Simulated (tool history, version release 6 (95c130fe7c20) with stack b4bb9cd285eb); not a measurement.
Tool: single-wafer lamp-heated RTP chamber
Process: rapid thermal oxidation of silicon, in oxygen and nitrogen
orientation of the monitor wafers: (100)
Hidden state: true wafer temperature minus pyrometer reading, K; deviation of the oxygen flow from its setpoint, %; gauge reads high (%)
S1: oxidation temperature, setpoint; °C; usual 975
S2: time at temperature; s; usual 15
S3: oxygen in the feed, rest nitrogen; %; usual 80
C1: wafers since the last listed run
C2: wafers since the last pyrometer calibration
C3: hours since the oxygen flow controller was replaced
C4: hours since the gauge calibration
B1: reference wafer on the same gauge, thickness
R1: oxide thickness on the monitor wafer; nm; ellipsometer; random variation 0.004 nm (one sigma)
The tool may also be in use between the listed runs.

run   hour    S1  S2  S3   C1    C2      C3      C4     B1     R1
  1      0   975  15  80    0   259  4196.9   611.4   2.87  2.694
  2   51.5   975  15  80  290   549  4248.4   662.9   2.87  2.692
  3  154.5   975  15  80  580  1129  4351.4   765.9  2.869  2.706
  4  219.4   962  15  98  365  1494  4416.3   830.8   2.87  2.653
  5    303   962  15  98  470  1965  4499.9   914.4  2.871  2.657
       322  -- pyrometer window cleaned and pyrometer calibrated
  6  379.4   962  15  98  385   323  4576.3   990.8  2.869  2.633
  7  442.8   975  15  80  357   680  4639.7  1054.2   2.87  2.693
  8  479.9   975  15  80  208   889  4676.8  1091.3   2.87  2.693
  9  522.6   975  15  80  240  1129  4719.5    1134   2.87  2.708
     549.3  -- oxygen flow controller replaced
 10  573.5   975  15  80  241  1371    24.2  1184.9   2.87  2.709
     610.7  -- gauge calibrated
 11  643.4   992  17  80  393  1765    94.1    32.7  2.871  3.076
     701.3  -- pyrometer window cleaned and pyrometer calibrated
 12  736.1  1002  15  98  476   196   186.8   125.4   2.87  3.297
 13  831.7   975  15  80  538   734   282.4     221   2.87  2.694

Run 14 comes next. What will it give?
 14  929.9  949   9  98  553  1287  380.6  319.2   ?   ?

{"run 14": {"B1": 2.869, "R1": 2.236}}
Without the tool's hidden state the same run would have given R1 2.229 nm.

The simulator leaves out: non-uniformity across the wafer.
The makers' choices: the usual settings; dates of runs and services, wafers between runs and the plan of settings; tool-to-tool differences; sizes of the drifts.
